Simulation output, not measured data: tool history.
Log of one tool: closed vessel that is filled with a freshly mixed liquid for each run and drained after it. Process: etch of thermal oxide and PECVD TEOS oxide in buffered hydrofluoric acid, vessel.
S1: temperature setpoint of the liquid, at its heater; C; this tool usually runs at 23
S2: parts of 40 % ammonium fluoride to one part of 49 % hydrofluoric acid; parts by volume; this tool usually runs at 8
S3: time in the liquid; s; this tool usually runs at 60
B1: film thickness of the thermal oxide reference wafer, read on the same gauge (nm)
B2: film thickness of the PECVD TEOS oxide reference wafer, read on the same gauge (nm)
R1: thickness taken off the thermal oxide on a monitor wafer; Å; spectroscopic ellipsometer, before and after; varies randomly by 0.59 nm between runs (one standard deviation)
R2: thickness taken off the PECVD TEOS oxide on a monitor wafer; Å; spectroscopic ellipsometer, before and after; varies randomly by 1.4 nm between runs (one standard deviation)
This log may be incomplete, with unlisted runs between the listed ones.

run,hour,S1,S2,S3,B1,B2,R1,R2
1,0,23,8.5,60,69.99,140,863,1550.1
# hour 1.1: gauge calibrated
2,49,23,8.5,60,69.98,140.01,854.8,1561.9
3,253,23,8.5,60,70.03,140.02,874.2,1589.6
4,293.1,23,8,60,69.99,140,936.8,1685.2
# hour 339.1: hydrofluoric acid flow meter replaced
5,432,23,8,60,70.01,139.98,953,1713
6,465.7,23,8,60,70.02,140.01,949.7,1705.4
7,519.4,23,8,60,70.01,139.99,948.4,1705.7
8,551.1,19.5,5.5,60,70.01,140,1127.2,2034.1
# hour 560.2: thermometer replaced
# hour 575.1: gauge calibrated
9,604.8,23,9,85,69.98,140.01,1024,1886.7
10,640.7,23,8,60,69.98,140,820.7,1497.3

Estimate the outcome of run 11 from the log above:
11,690.5,19,8,90,?,?,?,?

Run 11 yielded B1 70.01, B2 140.04, R1 996.6 Å, R2 1785.4 Å.
Were there no unlogged condition in the tool, this run, its random variation unchanged, would have produced R1 986.6 Å, R2 1767.4 Å.

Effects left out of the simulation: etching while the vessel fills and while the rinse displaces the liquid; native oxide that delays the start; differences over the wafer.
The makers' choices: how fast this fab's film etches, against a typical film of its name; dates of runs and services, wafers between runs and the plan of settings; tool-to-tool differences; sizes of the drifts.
